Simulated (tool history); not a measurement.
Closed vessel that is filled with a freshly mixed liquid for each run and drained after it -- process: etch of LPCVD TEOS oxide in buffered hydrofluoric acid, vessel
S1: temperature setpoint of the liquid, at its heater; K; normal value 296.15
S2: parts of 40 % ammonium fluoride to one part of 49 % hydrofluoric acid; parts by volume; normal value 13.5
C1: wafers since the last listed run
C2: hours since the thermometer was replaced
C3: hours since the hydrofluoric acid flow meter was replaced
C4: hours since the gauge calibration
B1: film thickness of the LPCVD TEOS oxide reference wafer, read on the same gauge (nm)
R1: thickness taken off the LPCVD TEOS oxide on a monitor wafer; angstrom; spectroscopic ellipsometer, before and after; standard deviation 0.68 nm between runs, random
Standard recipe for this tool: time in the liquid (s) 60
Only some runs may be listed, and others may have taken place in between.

Run 1, hour 0.0: usual settings; C1 0; C2 2410.0; C3 1258.0; C4 677.9; B1 40.04. Result: R1 866.6 angstrom.
Run 2, hour 101.9: usual settings; C1 11667; C2 2511.9; C3 1359.9; C4 779.8; B1 39.96. Result: R1 865.0 angstrom.
At hour 195.2: thermometer replaced.
Run 3, hour 199.5: usual settings but S2 9.5 parts by volume; C1 11060; C2 4.3; C3 1457.5; C4 877.4; B1 39.98. Result: R1 1194.7 angstrom.
Run 4, hour 269.7: usual settings but time in the liquid (s) 80; C1 8037; C2 74.5; C3 1527.7; C4 947.6; B1 40.01. Result: R1 1165.9 angstrom.
At hour 285.0: hydrofluoric acid flow meter replaced.
Run 5, hour 310.2: usual settings but S2 12.0 parts by volume; C1 4522; C2 115.0; C3 25.2; C4 988.1; B1 40.02. Result: R1 925.7 angstrom.
Run 6, hour 362.2: usual settings but S2 12.0 parts by volume; C1 5953; C2 167.0; C3 77.2; C4 1040.1; B1 39.98. Result: R1 937.6 angstrom.
Run 7, hour 581.8: usual settings; C1 25143; C2 386.6; C3 296.8; C4 1259.7; B1 39.99. Result: R1 837.2 angstrom.
Run 8, hour 641.5: usual settings; C1 6835; C2 446.3; C3 356.5; C4 1319.4; B1 40.02. Result: R1 844.4 angstrom.
Run 9, hour 723.9: usual settings; C1 9434; C2 528.7; C3 438.9; C4 1401.8; B1 39.97. Result: R1 853.5 angstrom.
Run 10, hour 801.4: usual settings; C1 8873; C2 606.2; C3 516.4; C4 1479.3; B1 39.99. Result: R1 845.4 angstrom.
Run 11, hour 862.7: usual settings; C1 7018; C2 667.5; C3 577.7; C4 1540.6; B1 39.98. Result: R1 847.5 angstrom.
Run 12, hour 936.0: usual settings but S1 300.65 K, S2 16.5 parts by volume, time in the liquid (s) 80; C1 8392; C2 740.8; C3 651.0; C4 1613.9; B1 39.99. Result: R1 1200.9 angstrom.
Run 13, hour 1014.9: usual settings but S1 292.65 K, S2 17.0 parts by volume, time in the liquid (s) 70; C1 9033; C2 819.7; C3 729.9; C4 1692.8; B1 40.00. Result: R1 642.7 angstrom.
Run 14, hour 1052.5: usual settings but time in the liquid (s) 50; C1 4305; C2 857.3; C3 767.5; C4 1730.4; B1 39.98. Result: R1 711.5 angstrom.
Run 15, hour 1139.1: usual settings but S1 291.15 K, S2 15.5 parts by volume, time in the liquid (s) 90; C1 9915; C2 943.9; C3 854.1; C4 1817.0; B1 39.98. Result: R1 839.6 angstrom.
Run 16, hour 1232.8: usual settings but S1 298.15 K, time in the liquid (s) 70; C1 10728; C2 1037.6; C3 947.8; C4 1910.7; B1 40.00. Result: R1 1129.8 angstrom.
Run 17, hour 1297.0: usual settings but S1 293.15 K, time in the liquid (s) 45; C1 7350; C2 1101.8; C3 1012.0; C4 1974.9; B1 40.00. Result: R1 547.6 angstrom.
At hour 1532.9: gauge calibrated.
Run 18, hour 1592.8: usual settings but S1 292.65 K, time in the liquid (s) 70; C1 33868; C2 1397.6; C3 1307.8; C4 59.9; B1 40.01. Result: R1 843.1 angstrom.
At hour 1628.9: hydrofluoric acid flow meter replaced.
Run 19, hour 1696.3: usual settings but S1 297.65 K, time in the liquid (s) 80; C1 11736; C2 1501.1; C3 67.4; C4 163.4; B1 40.00. Result: R1 1190.4 angstrom.
Run 20, hour 1792.6: usual settings but S1 294.15 K, time in the liquid (s) 35; C1 11026; C2 1597.4; C3 163.7; C4 259.7; B1 39.98. Result: R1 436.4 angstrom.
Run 21, hour 1891.0: usual settings; C1 11266; C2 1695.8; C3 262.1; C4 358.1; B1 40.02. Result: R1 841.9 angstrom.
Run 22, hour 1935.6: usual settings but S1 292.65 K; C1 5106; C2 1740.4; C3 306.7; C4 402.7; B1 40.01. Result: R1 697.0 angstrom.
Run 23, hour 2016.6: usual settings; C1 9274; C2 1821.4; C3 387.7; C4 483.7; B1 39.98. Result: R1 838.9 angstrom.
Run 24, hour 2059.5: usual settings; C1 4911; C2 1864.3; C3 430.6; C4 526.6; B1 40.00. Result: R1 836.5 angstrom.
Run 25, hour 2103.6: usual settings but S1 300.65 K, S2 17.0 parts by volume, time in the liquid (s) 75; C1 5049; C2 1908.4; C3 474.7; C4 570.7; B1 39.95. Result: R1 1074.8 angstrom.
Run 26, hour 2142.1: usual settings but S1 291.65 K, S2 11.5 parts by volume, time in the liquid (s) 45; C1 4408; C2 1946.9; C3 513.2; C4 609.2; B1 39.97. Result: R1 582.3 angstrom.
Run 27, hour 2249.1: usual settings; C1 12251; C2 2053.9; C3 620.2; C4 716.2; B1 40.04. Result: R1 845.7 angstrom.
Run 28, hour 2324.1: usual settings; C1 8587; C2 2128.9; C3 695.2; C4 791.2; B1 40.02. Result: R1 855.7 angstrom.
At hour 2520.2: thermometer replaced.
Run 29, hour 2585.7: usual settings; C1 29838; C2 65.5; C3 956.8; C4 1052.8; B1 40.00. Result: R1 860.4 angstrom.
Run 30, hour 2691.9: usual settings but S1 293.15 K, time in the liquid (s) 45; C1 12159; C2 171.7; C3 1063.0; C4 1159.0; B1 40.02. Result: R1 556.8 angstrom.
Run 31, hour 2785.0: usual settings but S1 298.15 K, S2 18.5 parts by volume, time in the liquid (s) 80; C1 10659; C2 264.8; C3 1156.1; C4 1252.1; B1 40.00. Result: R1 946.7 angstrom.
Run 32, hour 2862.4: usual settings but S1 293.15 K; C1 8862; C2 342.2; C3 1233.5; C4 1329.5; B1 39.97. Result: R1 723.7 angstrom.
At hour 2931.4: hydrofluoric acid flow meter replaced.
Run 33, hour 3044.5: usual settings but time in the liquid (s) 70; C1 20735; C2 524.3; C3 113.1; C4 1511.6; B1 40.03. Result: R1 973.4 angstrom.
Run 34, hour 3113.6: usual settings but S1 297.65 K, S2 16.5 parts by volume; C1 7911; C2 593.4; C3 182.2; C4 1580.7; B1 39.98. Result: R1 743.6 angstrom.

Each row is a separate what-if for the run after 34, all from the same tool condition, not one after another. Results?
Run A, hour 3114.3: usual settings; C1 80; C2 594.1; C3 182.9; C4 1581.4; B1 ?. Result: R1 ?.
Run B, hour 3114.3: usual settings but S2 11.0 parts by volume, time in the liquid (s) 90; C1 80; C2 594.1; C3 182.9; C4 1581.4; B1 ?. Result: R1 ?.
Run C, hour 3114.3: usual settings but S1 291.15 K, S2 12.0 parts by volume, time in the liquid (s) 90; C1 80; C2 594.1; C3 182.9; C4 1581.4; B1 ?. Result: R1 ?.

run     B1      R1
  A  40.00   832.8
  B  40.00  1526.2
  C  40.00  1060.4
With the hidden condition removed and each run's random variation left untouched, the same runs would have given:
run      R1
  A   825.7
  B  1513.2
  C  1051.4
